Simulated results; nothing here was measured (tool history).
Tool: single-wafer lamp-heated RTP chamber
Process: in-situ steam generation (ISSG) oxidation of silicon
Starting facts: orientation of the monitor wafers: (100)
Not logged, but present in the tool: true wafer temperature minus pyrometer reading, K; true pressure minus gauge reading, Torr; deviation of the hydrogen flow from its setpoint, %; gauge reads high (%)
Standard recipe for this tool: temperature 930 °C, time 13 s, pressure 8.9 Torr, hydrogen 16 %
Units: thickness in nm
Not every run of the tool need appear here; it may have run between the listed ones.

run,hour,temperature,time,pressure,hydrogen,wafers since the last listed run,wafers since the last pyrometer calibration,hours since the pressure gauge was zeroed,hours since the hydrogen flow controller was replaced,hours since the gauge calibration,"read-back reference wafer on the same gauge, thickness",thickness
1,0.0,930,13,8.9,16,0,5867,2526.9,5035.7,27.4,3.160,3.443
2,14.8,930,13,8.9,16,285,6153,2541.7,5050.5,42.2,3.161,3.446
3,28.9,930,13,8.9,16,272,6426,2555.8,5064.6,56.3,3.160,3.457
4,35.1,930,13,8.9,16,119,6546,2562.0,5070.8,62.5,3.160,3.444
5,52.0,930,13,8.9,16,326,6872,2578.9,5087.7,79.4,3.160,3.452
6,60.8,930,13,8.9,16,170,7042,2587.7,5096.5,88.2,3.161,3.460
7,79.8,930,13,8.9,16,367,7409,2606.7,5115.5,107.2,3.162,3.463
8,92.5,930,13,8.9,16,245,7654,2619.4,5128.2,119.9,3.160,3.459
# hour 112.9: gauge calibrated
# hour 113.3: pressure gauge zeroed
9,113.8,930,13,8.9,16,256,7911,0.5,5149.5,0.9,3.159,3.467
10,117.3,930,13,8.9,16,67,7979,4.0,5153.0,4.4,3.161,3.470
11,124.6,924,13,8.9,19,141,8120,11.3,5160.3,11.7,3.160,3.583
12,134.7,920,17,8.0,16,195,8315,21.4,5170.4,21.8,3.159,3.763
13,146.3,930,16,8.1,13,224,8539,33.0,5182.0,33.4,3.159,3.618
# hour 164.8: hydrogen flow controller replaced
# hour 166.0: pyrometer window cleaned and pyrometer calibrated
14,166.5,930,11,10.2,20,212,10,53.2,1.7,53.6,3.163,3.306
15,186.3,930,13,8.9,16,382,392,73.0,21.5,73.4,3.157,3.405
16,193.3,930,11,9.4,13,135,528,80.0,28.5,80.4,3.162,3.049
17,204.6,930,13,8.9,16,218,746,91.3,39.8,91.7,3.159,3.401
18,216.1,922,13,8.9,19,222,968,102.8,51.3,103.2,3.162,3.482
19,223.1,930,13,7.9,16,135,1103,109.8,58.3,110.2,3.161,3.421
20,232.7,930,13,8.9,11,185,1289,119.4,67.9,119.8,3.160,3.158

What the log doesn't show, run by run:
true pressure minus gauge reading, Torr: 0 across all the runs
deviation of the hydrogen flow from its setpoint, %: 0 across all the runs
gauge reads high (%): 0 across all the runs
H1: true wafer temperature minus pyrometer reading, K
run,H1
1,5.06
2,5.5
3,5.94
4,6.14
5,6.7
6,7.01
7,7.69
8,8.17
9,9
10,9.14
11,9.44
12,9.86
13,10.4
14,0.77
15,0.79
16,0.806
17,0.842
18,0.891
19,0.927
20,0.984
